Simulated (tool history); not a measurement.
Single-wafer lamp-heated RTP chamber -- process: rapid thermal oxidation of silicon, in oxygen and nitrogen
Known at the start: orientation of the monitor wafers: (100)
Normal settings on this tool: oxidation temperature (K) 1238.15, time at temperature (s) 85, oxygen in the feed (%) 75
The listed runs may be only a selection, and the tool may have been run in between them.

run   hour  oxidation temperature (K)  time at temperature (s)  oxygen in the feed (%)  read-back reference wafer on the same gauge, thickness  oxide thickness on the monitor wafer (angstrom)
  1    0.0                    1238.15                       85                      75                                                   4.241                                            45.91
  2   25.2                    1238.15                       85                      75                                                   4.240                                            45.88
  3   88.7                    1238.15                       85                      75                                                   4.242                                            45.74
  4  120.9                    1238.15                       85                      75                                                   4.242                                            46.38
  5  142.0                    1238.15                       85                      75                                                   4.237                                            46.17
  6  166.7                    1238.15                       85                      75                                                   4.246                                            46.46
  7  192.3                    1238.15                       85                      75                                                   4.242                                            46.30
     216.7  -- oxygen flow controller replaced
     219.7  -- pyrometer window cleaned and pyrometer calibrated
  8  220.2                    1238.15                       85                      75                                                   4.241                                            43.59
  9  243.0                    1238.15                       85                      75                                                   4.244                                            43.85
 10  263.7                    1238.15                       76                      75                                                   4.236                                            41.71
 11  288.6                    1238.15                       76                      75                                                   4.235                                            41.90
 12  316.2                    1238.15                       76                      75                                                   4.241                                            41.71
 13  343.1                    1238.15                       85                      75                                                   4.237                                            43.54
 14  377.2                    1238.15                       60                      60                                                   4.235                                            35.31
     385.5  -- gauge calibrated
 15  411.1                    1250.15                       72                      75                                                   4.243                                            44.40
 16  444.0                    1225.15                       85                      85                                                   4.239                                            41.44
 17  465.5                    1238.15                       85                      75                                                   4.240                                            43.59
 18  498.4                    1238.15                       85                      75                                                   4.241                                            44.14
 19  517.4                    1238.15                       50                      84                                                   4.237                                            36.53
 20  530.2                    1258.15                       85                      75                                                   4.237                                            51.09
 21  565.7                    1255.15                       61                      90                                                   4.240                                            45.75
 22  588.3                    1238.15                       85                      75                                                   4.246                                            44.45
 23  622.3                    1210.15                       85                      65                                                   4.239                                            34.43
 24  645.1                    1238.15                       68                      75                                                   4.235                                            40.18
 25  661.6                    1266.15                       55                      75                                                   4.242                                            45.00
 26  675.8                    1214.15                       85                      75                                                   4.241                                            37.30

Difference, measured minus no-hidden-state, one row per run. Run-to-run variation is common to both terms; the gauge's own scatter need not be:
What the log doesn't record here: true wafer temperature minus pyrometer reading, K; deviation of the oxygen flow from its setpoint, %; gauge reads high (%).
run  oxide thickness on the monitor wafer (angstrom)
  1                                            +2.16
  2                                            +2.25
  3                                            +2.50
  4                                            +2.67
  5                                            +2.75
  6                                            +2.88
  7                                            +2.98
  8                                            +0.22
  9                                            +0.22
 10                                            +0.21
 11                                            +0.22
 12                                            +0.22
 13                                            +0.25
 14                                            +0.19
 15                                            +0.29
 16                                            +0.30
 17                                            +0.32
 18                                            +0.36
 19                                            +0.30
 20                                            +0.47
 21                                            +0.45
 22                                            +0.47
 23                                            +0.36
 24                                            +0.49
 25                                            +0.58
 26                                            +0.49
